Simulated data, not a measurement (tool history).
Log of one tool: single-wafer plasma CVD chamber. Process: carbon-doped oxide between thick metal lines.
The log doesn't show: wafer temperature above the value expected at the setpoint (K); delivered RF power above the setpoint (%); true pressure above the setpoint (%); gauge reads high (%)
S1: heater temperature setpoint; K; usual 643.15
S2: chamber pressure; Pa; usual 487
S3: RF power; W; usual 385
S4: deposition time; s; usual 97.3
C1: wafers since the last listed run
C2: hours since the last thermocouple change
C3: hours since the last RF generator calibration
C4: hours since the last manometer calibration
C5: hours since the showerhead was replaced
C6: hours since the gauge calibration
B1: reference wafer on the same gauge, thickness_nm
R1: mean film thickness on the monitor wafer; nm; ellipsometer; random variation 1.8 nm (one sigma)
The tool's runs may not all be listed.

| run | day | S1 | S2 | S3 | S4 | C1 | C2 | C3 | C4 | C5 | C6 | B1 | R1 |
|---|---|---|---|---|---|---|---|---|---|---|---|---|---|
| 1 | 0 | 643.15 | 487 | 385 | 97.3 | 0 | 2724.7 | 28.3 | 1915.6 | 1963.1 | 1660.6 | 382.741 | 372.685 |
| 2 | 1.696 | 643.15 | 487 | 385 | 97.3 | 536 | 2765.4 | 69 | 1956.3 | 2003.8 | 1701.3 | 382.771 | 368.31 |
| 3 | 4.138 | 643.15 | 487 | 385 | 97.3 | 773 | 2824 | 127.6 | 2014.9 | 2062.4 | 1759.9 | 382.999 | 367.436 |
| 4 | 8.621 | 643.15 | 487 | 385 | 97.3 | 1419 | 2931.6 | 235.2 | 2122.5 | 2170 | 1867.5 | 383.266 | 368.651 |
|  | 11.308 | thermocouple changed; heater temperature recalibrated |
| 5 | 11.508 | 652.15 | 487 | 385 | 97.3 | 808 | 4.8 | 304.5 | 2191.8 | 2239.3 | 1936.8 | 383.026 | 360.668 |
|  | 15.358 | gauge calibrated |
| 6 | 15.367 | 652.15 | 487 | 385 | 97.3 | 1221 | 97.4 | 397.1 | 2284.4 | 2331.9 | 0.2 | 383.307 | 362.238 |
| 7 | 19.146 | 652.15 | 487 | 385 | 97.3 | 1196 | 188.1 | 487.8 | 2375.1 | 2422.6 | 90.9 | 382.944 | 359.895 |
| 8 | 23.104 | 643.15 | 487 | 385 | 97.3 | 1253 | 283.1 | 582.8 | 2470.1 | 2517.6 | 185.9 | 383.441 | 364.266 |
| 9 | 25.85 | 643.15 | 487 | 385 | 97.3 | 869 | 349 | 648.7 | 2536 | 2583.5 | 251.8 | 382.79 | 364.135 |
|  | 27.388 | capacitance manometer re-zeroed and calibrated |
| 10 | 28.179 | 643.15 | 487 | 385 | 97.3 | 631 | 404.9 | 704.6 | 19 | 2639.4 | 307.7 | 382.902 | 358.924 |
| 11 | 30.721 | 629.15 | 520 | 385 | 85.7 | 804 | 465.9 | 765.6 | 80 | 2700.4 | 368.7 | 382.815 | 327.055 |
| 12 | 32.308 | 643.15 | 487 | 385 | 97.3 | 502 | 504 | 803.7 | 118.1 | 2738.5 | 406.8 | 382.762 | 358.915 |
| 13 | 41.8 | 655.15 | 543 | 460 | 97.3 | 3005 | 731.8 | 1031.5 | 345.9 | 2966.3 | 634.6 | 383.182 | 385.218 |
|  | 44.754 | showerhead replaced |
| 14 | 44.775 | 636.15 | 373 | 350 | 97.3 | 836 | 803.2 | 1102.9 | 417.3 | 0.5 | 706 | 383.065 | 344.25 |
| 15 | 48.121 | 643.15 | 487 | 410 | 87.4 | 1059 | 883.5 | 1183.2 | 497.6 | 80.8 | 786.3 | 383.219 | 330.466 |
| 16 | 51.729 | 643.15 | 572 | 385 | 97.3 | 1142 | 970.1 | 1269.8 | 584.2 | 167.4 | 872.9 | 382.677 | 367.214 |
| 17 | 54.221 | 643.15 | 487 | 385 | 97.3 | 788 | 1029.9 | 1329.6 | 644 | 227.2 | 932.7 | 382.976 | 358.311 |
| 18 | 56.696 | 653.15 | 521 | 345 | 113.7 | 783 | 1089.3 | 1389 | 703.4 | 286.6 | 992.1 | 382.846 | 393.019 |
| 19 | 59.579 | 638.15 | 584 | 445 | 91.7 | 912 | 1158.5 | 1458.2 | 772.6 | 355.8 | 1061.3 | 382.863 | 369.221 |
| 20 | 61.796 | 656.15 | 487 | 385 | 90.9 | 701 | 1211.7 | 1511.4 | 825.8 | 409 | 1114.5 | 382.795 | 325.666 |
| 21 | 63.996 | 643.15 | 487 | 385 | 97.3 | 696 | 1264.5 | 1564.2 | 878.6 | 461.8 | 1167.3 | 382.621 | 356.931 |
| 22 | 65.829 | 643.15 | 487 | 385 | 97.3 | 580 | 1308.5 | 1608.2 | 922.6 | 505.8 | 1211.3 | 383.314 | 356.057 |
|  | 67.742 | RF generator calibrated |
| 23 | 68.146 | 637.15 | 487 | 435 | 102.3 | 627 | 1364.1 | 9.7 | 978.2 | 561.4 | 1266.9 | 383.785 | 415.533 |
| 24 | 73.329 | 655.15 | 580 | 385 | 97.3 | 1641 | 1488.5 | 134.1 | 1102.6 | 685.8 | 1391.3 | 383.381 | 366.457 |
| 25 | 77.625 | 643.15 | 445 | 455 | 97.3 | 1360 | 1591.6 | 237.2 | 1205.7 | 788.9 | 1494.4 | 383.133 | 395.39 |
| 26 | 82.038 | 643.15 | 487 | 430 | 81.1 | 1397 | 1697.5 | 343.1 | 1311.6 | 894.8 | 1600.3 | 382.915 | 320.101 |
| 27 | 86.1 | 643.15 | 487 | 325 | 97.3 | 1286 | 1795 | 440.6 | 1409.1 | 992.3 | 1697.8 | 382.611 | 339.878 |

Forecast each of these 5 alternatives for the next run:
| A | 86.117 | 643.15 | 487 | 385 | 102.2 | 5 | 1795.4 | 441 | 1409.5 | 992.7 | 1698.2 | ? | ? |
| B | 86.117 | 647.15 | 487 | 385 | 108 | 5 | 1795.4 | 441 | 1409.5 | 992.7 | 1698.2 | ? | ? |
| C | 86.117 | 643.15 | 487 | 350 | 91 | 5 | 1795.4 | 441 | 1409.5 | 992.7 | 1698.2 | ? | ? |
| D | 86.117 | 643.15 | 597 | 345 | 97.3 | 5 | 1795.4 | 441 | 1409.5 | 992.7 | 1698.2 | ? | ? |
| E | 86.117 | 650.15 | 448 | 355 | 103.6 | 5 | 1795.4 | 441 | 1409.5 | 992.7 | 1698.2 | ? | ? |

| run | B1 | R1 |
|---|---|---|
| A | 383.442 | 384.99 |
| B | 383.442 | 403.862 |
| C | 383.442 | 328.444 |
| D | 383.442 | 355.728 |
| E | 383.442 | 368.928 |
Without the tool's hidden state the same runs would have given:
| run | R1 |
|---|---|
| A | 390.436 |
| B | 409.576 |
| C | 333.101 |
| D | 360.771 |
| E | 374.159 |
